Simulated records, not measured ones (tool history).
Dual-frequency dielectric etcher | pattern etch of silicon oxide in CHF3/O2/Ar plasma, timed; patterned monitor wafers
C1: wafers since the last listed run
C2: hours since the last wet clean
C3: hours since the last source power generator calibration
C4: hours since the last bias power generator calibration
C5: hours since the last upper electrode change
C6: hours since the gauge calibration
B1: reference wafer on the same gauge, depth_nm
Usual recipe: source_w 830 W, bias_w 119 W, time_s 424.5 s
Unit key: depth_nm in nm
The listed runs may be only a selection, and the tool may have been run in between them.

run 1 day=0.000 | source_w=880 bias_w=119 time_s=509.0 | C1=0 C2=87.8 C3=3213.2 C4=1333.0 C5=2566.2 C6=1103.6 | B1=689.1 | depth_nm=917.8
run 2 day=4.400 | source_w=830 bias_w=119 time_s=424.5 | C1=261 C2=193.4 C3=3318.8 C4=1438.6 C5=2671.8 C6=1209.2 | B1=688.9 | depth_nm=754.3
run 3 day=7.467 | source_w=830 bias_w=119 time_s=424.5 | C1=182 C2=267.0 C3=3392.4 C4=1512.2 C5=2745.4 C6=1282.8 | B1=689.2 | depth_nm=753.0
run 4 day=10.729 | source_w=830 bias_w=119 time_s=424.5 | C1=193 C2=345.3 C3=3470.7 C4=1590.5 C5=2823.7 C6=1361.1 | B1=688.4 | depth_nm=755.5
run 5 day=13.971 | source_w=830 bias_w=119 time_s=424.5 | C1=192 C2=423.1 C3=3548.5 C4=1668.3 C5=2901.5 C6=1438.9 | B1=689.8 | depth_nm=758.1
-- day=17.196 wet clean of the chamber
run 6 day=17.217 | source_w=830 bias_w=119 time_s=424.5 | C1=133 C2=0.5 C3=3626.4 C4=1746.2 C5=2979.4 C6=1516.8 | B1=689.1 | depth_nm=754.9
-- day=18.467 source power generator calibrated
run 7 day=21.221 | source_w=830 bias_w=119 time_s=424.5 | C1=227 C2=96.6 C3=66.1 C4=1842.3 C5=3075.5 C6=1612.9 | B1=689.0 | depth_nm=755.6
run 8 day=23.150 | source_w=830 bias_w=119 time_s=424.5 | C1=114 C2=142.9 C3=112.4 C4=1888.6 C5=3121.8 C6=1659.2 | B1=689.1 | depth_nm=758.6
run 9 day=25.350 | source_w=830 bias_w=119 time_s=424.5 | C1=130 C2=195.7 C3=165.2 C4=1941.4 C5=3174.6 C6=1712.0 | B1=689.1 | depth_nm=757.4
run 10 day=27.675 | source_w=830 bias_w=119 time_s=424.5 | C1=138 C2=251.5 C3=221.0 C4=1997.2 C5=3230.4 C6=1767.8 | B1=688.4 | depth_nm=756.3
run 11 day=30.825 | source_w=830 bias_w=119 time_s=424.5 | C1=187 C2=327.1 C3=296.6 C4=2072.8 C5=3306.0 C6=1843.4 | B1=688.9 | depth_nm=756.7
run 12 day=32.496 | source_w=830 bias_w=119 time_s=424.5 | C1=99 C2=367.2 C3=336.7 C4=2112.9 C5=3346.1 C6=1883.5 | B1=688.2 | depth_nm=756.8
-- day=36.154 wet clean of the chamber
run 13 day=36.179 | source_w=830 bias_w=119 time_s=424.5 | C1=159 C2=0.6 C3=425.1 C4=2201.3 C5=3434.5 C6=1971.9 | B1=689.5 | depth_nm=753.0
run 14 day=37.908 | source_w=830 bias_w=144 time_s=488.5 | C1=102 C2=42.1 C3=466.6 C4=2242.8 C5=3476.0 C6=2013.4 | B1=688.8 | depth_nm=920.3
run 15 day=40.279 | source_w=890 bias_w=119 time_s=424.5 | C1=140 C2=99.0 C3=523.5 C4=2299.7 C5=3532.9 C6=2070.3 | B1=689.2 | depth_nm=775.4
-- day=41.400 bias power generator calibrated
run 16 day=42.288 | source_w=1010 bias_w=119 time_s=424.5 | C1=109 C2=147.2 C3=571.7 C4=21.3 C5=3581.1 C6=2118.5 | B1=688.3 | depth_nm=790.6
-- day=43.967 gauge calibrated
run 17 day=45.375 | source_w=830 bias_w=119 time_s=424.5 | C1=183 C2=221.3 C3=645.8 C4=95.4 C5=3655.2 C6=33.8 | B1=689.0 | depth_nm=750.1
run 18 day=48.100 | source_w=950 bias_w=106 time_s=535.5 | C1=161 C2=286.7 C3=711.2 C4=160.8 C5=3720.6 C6=99.2 | B1=688.6 | depth_nm=949.1
run 19 day=50.550 | source_w=830 bias_w=119 time_s=424.5 | C1=145 C2=345.5 C3=770.0 C4=219.6 C5=3779.4 C6=158.0 | B1=689.0 | depth_nm=752.1
-- day=53.462 upper electrode replaced
-- day=53.796 wet clean of the chamber
run 20 day=54.946 | source_w=830 bias_w=119 time_s=424.5 | C1=181 C2=27.6 C3=875.5 C4=325.1 C5=35.6 C6=263.5 | B1=688.8 | depth_nm=744.5
run 21 day=57.950 | source_w=830 bias_w=95 time_s=529.0 | C1=178 C2=99.7 C3=947.6 C4=397.2 C5=107.7 C6=335.6 | B1=688.8 | depth_nm=879.7
run 22 day=61.608 | source_w=880 bias_w=128 time_s=544.5 | C1=217 C2=187.5 C3=1035.4 C4=485.0 C5=195.5 C6=423.4 | B1=689.5 | depth_nm=993.7
run 23 day=64.283 | source_w=640 bias_w=148 time_s=372.0 | C1=158 C2=251.7 C3=1099.6 C4=549.2 C5=259.7 C6=487.6 | B1=689.5 | depth_nm=657.0
run 24 day=68.533 | source_w=830 bias_w=119 time_s=472.0 | C1=252 C2=353.7 C3=1201.6 C4=651.2 C5=361.7 C6=589.6 | B1=689.1 | depth_nm=831.0
run 25 day=70.650 | source_w=830 bias_w=119 time_s=522.5 | C1=125 C2=404.5 C3=1252.4 C4=702.0 C5=412.5 C6=640.4 | B1=689.0 | depth_nm=923.4
-- day=72.496 wet clean of the chamber
run 26 day=72.929 | source_w=830 bias_w=138 time_s=424.5 | C1=75 C2=10.4 C3=1307.1 C4=756.7 C5=467.2 C6=695.1 | B1=688.9 | depth_nm=787.6
run 27 day=76.912 | source_w=650 bias_w=139 time_s=476.0 | C1=236 C2=106.0 C3=1402.7 C4=852.3 C5=562.8 C6=790.7 | B1=688.8 | depth_nm=827.2
run 28 day=78.983 | source_w=770 bias_w=138 time_s=374.0 | C1=123 C2=155.7 C3=1452.4 C4=902.0 C5=612.5 C6=840.4 | B1=689.5 | depth_nm=679.5

5 ways to go on from here, each from the tool as it stands after run 28. What would each give?
run A day=79.004 | source_w=830 bias_w=99 time_s=424.5 | C1=1 C2=156.2 C3=1452.9 C4=902.5 C5=613.0 C6=840.9 | B1=? | depth_nm=?
run B day=79.004 | source_w=980 bias_w=100 time_s=527.0 | C1=1 C2=156.2 C3=1452.9 C4=902.5 C5=613.0 C6=840.9 | B1=? | depth_nm=?
run C day=79.004 | source_w=730 bias_w=107 time_s=424.5 | C1=1 C2=156.2 C3=1452.9 C4=902.5 C5=613.0 C6=840.9 | B1=? | depth_nm=?
run D day=79.004 | source_w=680 bias_w=101 time_s=424.5 | C1=1 C2=156.2 C3=1452.9 C4=902.5 C5=613.0 C6=840.9 | B1=? | depth_nm=?
run E day=79.004 | source_w=1040 bias_w=106 time_s=550.0 | C1=1 C2=156.2 C3=1452.9 C4=902.5 C5=613.0 C6=840.9 | B1=? | depth_nm=?

run=A B1=688.7 depth_nm=716.1
run=B B1=688.7 depth_nm=934.7
run=C B1=688.7 depth_nm=706.9
run=D B1=688.7 depth_nm=682.6
run=E B1=688.7 depth_nm=1008.8
Had the tool no hidden state, the same runs would have come out as:
run=A depth_nm=711.4
run=B depth_nm=928.7
run=C depth_nm=702.2
run=D depth_nm=678.1
run=E depth_nm=1002.2
